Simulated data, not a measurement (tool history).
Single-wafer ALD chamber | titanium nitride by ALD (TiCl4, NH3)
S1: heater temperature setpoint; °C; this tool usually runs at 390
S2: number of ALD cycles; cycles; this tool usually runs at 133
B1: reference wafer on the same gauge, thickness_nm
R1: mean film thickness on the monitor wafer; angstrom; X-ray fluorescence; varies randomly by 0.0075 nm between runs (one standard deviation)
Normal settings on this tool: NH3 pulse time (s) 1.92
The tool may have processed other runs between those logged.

run 1 hour=0.0 | S1=380 S2=133 NH3_pulse_time_(s)=1.92 | B1=3.339 | R1=29.83
run 2 hour=45.6 | S1=380 S2=133 NH3_pulse_time_(s)=1.92 | B1=3.340 | R1=29.84
run 3 hour=93.4 | S1=380 S2=133 NH3_pulse_time_(s)=1.92 | B1=3.338 | R1=29.70
run 4 hour=125.6 | S1=390 S2=133 NH3_pulse_time_(s)=1.92 | B1=3.339 | R1=29.94
run 5 hour=177.0 | S1=390 S2=133 NH3_pulse_time_(s)=1.92 | B1=3.340 | R1=29.97
run 6 hour=210.7 | S1=390 S2=133 NH3_pulse_time_(s)=1.92 | B1=3.340 | R1=30.05
run 7 hour=239.3 | S1=390 S2=133 NH3_pulse_time_(s)=1.92 | B1=3.338 | R1=30.01
run 8 hour=286.1 | S1=390 S2=123 NH3_pulse_time_(s)=1.92 | B1=3.339 | R1=27.69
run 9 hour=327.9 | S1=390 S2=133 NH3_pulse_time_(s)=1.92 | B1=3.342 | R1=30.17
run 10 hour=378.2 | S1=390 S2=133 NH3_pulse_time_(s)=1.92 | B1=3.342 | R1=30.01
run 11 hour=403.7 | S1=390 S2=133 NH3_pulse_time_(s)=1.92 | B1=3.342 | R1=30.02
run 12 hour=448.9 | S1=390 S2=133 NH3_pulse_time_(s)=1.92 | B1=3.341 | R1=29.90
run 13 hour=513.5 | S1=390 S2=133 NH3_pulse_time_(s)=1.92 | B1=3.340 | R1=30.08
-- hour=537.2 showerhead replaced
run 14 hour=663.5 | S1=390 S2=133 NH3_pulse_time_(s)=1.92 | B1=3.339 | R1=30.06
run 15 hour=710.8 | S1=390 S2=133 NH3_pulse_time_(s)=1.92 | B1=3.338 | R1=30.00
run 16 hour=773.0 | S1=390 S2=133 NH3_pulse_time_(s)=1.92 | B1=3.342 | R1=30.16
run 17 hour=840.5 | S1=390 S2=133 NH3_pulse_time_(s)=1.92 | B1=3.342 | R1=30.05
run 18 hour=900.0 | S1=394 S2=141 NH3_pulse_time_(s)=1.92 | B1=3.340 | R1=31.95
run 19 hour=934.0 | S1=390 S2=133 NH3_pulse_time_(s)=1.65 | B1=3.341 | R1=29.83
run 20 hour=959.4 | S1=405 S2=133 NH3_pulse_time_(s)=1.46 | B1=3.340 | R1=30.02
run 21 hour=995.7 | S1=390 S2=133 NH3_pulse_time_(s)=1.92 | B1=3.341 | R1=30.06
run 22 hour=1037.9 | S1=386 S2=112 NH3_pulse_time_(s)=1.92 | B1=3.343 | R1=25.18
-- hour=1042.8 gauge calibrated
run 23 hour=1085.6 | S1=405 S2=133 NH3_pulse_time_(s)=2.24 | B1=3.339 | R1=30.45
run 24 hour=1155.0 | S1=390 S2=133 NH3_pulse_time_(s)=1.92 | B1=3.341 | R1=30.03
run 25 hour=1191.4 | S1=390 S2=133 NH3_pulse_time_(s)=1.92 | B1=3.336 | R1=30.14
run 26 hour=1251.4 | S1=390 S2=149 NH3_pulse_time_(s)=1.26 | B1=3.341 | R1=32.98
-- hour=1264.3 thermocouple changed; heater temperature recalibrated
run 27 hour=1278.0 | S1=390 S2=133 NH3_pulse_time_(s)=1.92 | B1=3.339 | R1=29.96
run 28 hour=1323.4 | S1=390 S2=133 NH3_pulse_time_(s)=1.65 | B1=3.337 | R1=29.97
run 29 hour=1357.5 | S1=397 S2=148 NH3_pulse_time_(s)=2.20 | B1=3.342 | R1=33.76
run 30 hour=1422.0 | S1=395 S2=133 NH3_pulse_time_(s)=1.92 | B1=3.342 | R1=30.14
run 31 hour=1487.7 | S1=396 S2=155 NH3_pulse_time_(s)=1.38 | B1=3.342 | R1=34.56
run 32 hour=1531.0 | S1=379 S2=133 NH3_pulse_time_(s)=1.92 | B1=3.342 | R1=29.80
run 33 hour=1573.4 | S1=390 S2=133 NH3_pulse_time_(s)=1.92 | B1=3.342 | R1=30.12
run 34 hour=1604.2 | S1=390 S2=133 NH3_pulse_time_(s)=1.92 | B1=3.341 | R1=30.14

Predict each of these 3 candidate next runs independently; none follows another, all start after run 34:
run A hour=1604.9 | S1=390 S2=133 NH3_pulse_time_(s)=1.92 | B1=? | R1=?
run B hour=1604.9 | S1=377 S2=120 NH3_pulse_time_(s)=1.34 | B1=? | R1=?
run C hour=1604.9 | S1=381 S2=154 NH3_pulse_time_(s)=1.65 | B1=? | R1=?

run=A B1=3.341 R1=29.91
run=B B1=3.341 R1=26.20
run=C B1=3.341 R1=34.11
With no hidden state in the tool, these same runs would have given:
run=A R1=29.91
run=B R1=26.20
run=C R1=34.11

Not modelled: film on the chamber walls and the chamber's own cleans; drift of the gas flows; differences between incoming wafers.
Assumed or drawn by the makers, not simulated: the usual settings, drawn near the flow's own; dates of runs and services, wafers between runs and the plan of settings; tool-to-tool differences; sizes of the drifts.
